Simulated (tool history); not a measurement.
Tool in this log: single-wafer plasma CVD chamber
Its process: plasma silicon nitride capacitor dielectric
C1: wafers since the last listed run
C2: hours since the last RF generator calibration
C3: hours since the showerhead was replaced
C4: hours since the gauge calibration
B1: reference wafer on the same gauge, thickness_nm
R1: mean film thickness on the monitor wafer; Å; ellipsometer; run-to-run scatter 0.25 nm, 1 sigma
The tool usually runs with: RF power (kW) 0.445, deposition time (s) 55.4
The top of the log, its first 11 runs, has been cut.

At day 5.575: showerhead replaced.
Run 12, day 5.65: usual settings but RF power (kW) 0.48, deposition time (s) 58.6; C1 120; C2 592.6; C3 1.8; C4 206.7; B1 97.822. Result: R1 881.1 Å.
Run 13, day 6.292: usual settings but RF power (kW) 0.48, deposition time (s) 58.6; C1 217; C2 608; C3 17.2; C4 222.1; B1 97.724. Result: R1 881.22 Å.
Run 14, day 6.796: usual settings but RF power (kW) 0.495, deposition time (s) 48.2; C1 170; C2 620.1; C3 29.3; C4 234.2; B1 97.656. Result: R1 735.24 Å.
Run 15, day 7.262: usual settings but RF power (kW) 0.495, deposition time (s) 48.2; C1 158; C2 631.3; C3 40.5; C4 245.4; B1 97.602. Result: R1 736.5 Å.
Run 16, day 7.667: usual settings but RF power (kW) 0.495, deposition time (s) 48.2; C1 136; C2 641; C3 50.2; C4 255.1; B1 97.601. Result: R1 731.59 Å.
Run 17, day 8.342: usual settings but RF power (kW) 0.385; C1 228; C2 657.2; C3 66.4; C4 271.3; B1 97.739. Result: R1 773.96 Å.
Run 18, day 8.625: usual settings but RF power (kW) 0.38; C1 96; C2 664; C3 73.2; C4 278.1; B1 97.722. Result: R1 768.32 Å.
Run 19, day 9.325: usual settings but deposition time (s) 60.3; C1 237; C2 680.8; C3 90; C4 294.9; B1 97.634. Result: R1 880.31 Å.
Run 20, day 9.917: usual settings but RF power (kW) 0.475, deposition time (s) 59.2; C1 200; C2 695; C3 104.2; C4 309.1; B1 97.76. Result: R1 889.79 Å.

Run 21, settings as shown, results not yet in. Your forecast:
Run 21, day 10.45: usual settings but RF power (kW) 0.48, deposition time (s) 58.6; C1 180; C2 707.8; C3 117; C4 321.9; B1 ?. Result: R1 ?.

B1: 97.737
R1: 882.97 Å
Without the tool's hidden state the same run would have given R1 908.87 Å.
